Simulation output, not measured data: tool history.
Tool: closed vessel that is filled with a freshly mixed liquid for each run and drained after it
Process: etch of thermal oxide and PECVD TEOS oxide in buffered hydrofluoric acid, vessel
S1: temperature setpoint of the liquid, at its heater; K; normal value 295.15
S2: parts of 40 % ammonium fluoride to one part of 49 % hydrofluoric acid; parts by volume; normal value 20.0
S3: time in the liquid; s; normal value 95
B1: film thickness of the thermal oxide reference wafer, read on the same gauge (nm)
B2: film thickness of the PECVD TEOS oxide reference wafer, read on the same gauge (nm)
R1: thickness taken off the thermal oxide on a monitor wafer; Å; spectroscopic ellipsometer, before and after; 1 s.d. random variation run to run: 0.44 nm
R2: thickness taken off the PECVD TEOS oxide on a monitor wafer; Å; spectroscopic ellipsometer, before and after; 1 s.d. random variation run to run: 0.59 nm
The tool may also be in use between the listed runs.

Run 1, day 0.000: usual settings; B1 130.01; B2 50.02. Result: R1 465.2 Å, R2 714.3 Å.
Run 2, day 2.829: usual settings; B1 130.01; B2 49.98. Result: R1 465.8 Å, R2 708.8 Å.
Run 3, day 4.821: usual settings but S1 297.65 K; B1 130.03; B2 50.02. Result: R1 533.8 Å, R2 818.2 Å.
Run 4, day 5.904: usual settings but S1 297.65 K; B1 129.95; B2 50.03. Result: R1 522.1 Å, R2 802.0 Å.
At day 7.454: thermometer replaced.
Run 5, day 7.567: usual settings; B1 129.99; B2 50.04. Result: R1 460.2 Å, R2 711.2 Å.
Run 6, day 9.588: usual settings; B1 130.03; B2 49.96. Result: R1 461.8 Å, R2 711.1 Å.
Run 7, day 10.871: usual settings but S2 13.0 parts by volume, S3 60 s; B1 129.99; B2 50.01. Result: R1 432.4 Å, R2 665.2 Å.
Run 8, day 12.762: usual settings but S3 50 s; B1 129.99; B2 50.02. Result: R1 243.7 Å, R2 372.1 Å.
At day 15.504: hydrofluoric acid flow meter replaced.
Run 9, day 15.608: usual settings but S1 298.65 K, S3 145 s; B1 130.01; B2 50.02. Result: R1 887.2 Å, R2 1392.9 Å.
Run 10, day 16.792: usual settings but S1 293.15 K, S2 14.0 parts by volume, S3 55 s; B1 129.96; B2 49.99. Result: R1 356.5 Å, R2 550.0 Å.
Run 11, day 18.488: usual settings; B1 130.00; B2 50.02. Result: R1 477.3 Å, R2 743.5 Å.
Run 12, day 20.400: usual settings but S1 291.15 K, S2 24.0 parts by volume, S3 140 s; B1 130.01; B2 49.95. Result: R1 502.5 Å, R2 779.6 Å.
Run 13, day 22.496: usual settings but S1 298.65 K, S2 25.0 parts by volume, S3 135 s; B1 130.02; B2 50.00. Result: R1 723.1 Å, R2 1100.8 Å.
Run 14, day 24.333: usual settings but S1 299.65 K, S2 13.5 parts by volume, S3 70 s; B1 130.01; B2 50.05. Result: R1 675.4 Å, R2 1013.4 Å.
Run 15, day 26.250: usual settings; B1 129.98; B2 50.00. Result: R1 481.4 Å, R2 744.5 Å.
Run 16, day 28.117: usual settings but S2 27.5 parts by volume, S3 125 s; B1 130.01; B2 50.01. Result: R1 509.2 Å, R2 786.4 Å.

Run 17 has not been measured yet. What should we expect?
Run 17, day 30.350: usual settings but S1 292.15 K, S2 16.5 parts by volume, S3 125 s; B1 ?; B2 ?. Result: R1 ?, R2 ?.

Run 17 measured B1 130.02, B2 50.01, R1 643.8 Å, R2 992.7 Å.
With the hidden condition absent and the run-to-run variation left alone, this run would have shown R1 651.1 Å, R2 1004.0 Å.

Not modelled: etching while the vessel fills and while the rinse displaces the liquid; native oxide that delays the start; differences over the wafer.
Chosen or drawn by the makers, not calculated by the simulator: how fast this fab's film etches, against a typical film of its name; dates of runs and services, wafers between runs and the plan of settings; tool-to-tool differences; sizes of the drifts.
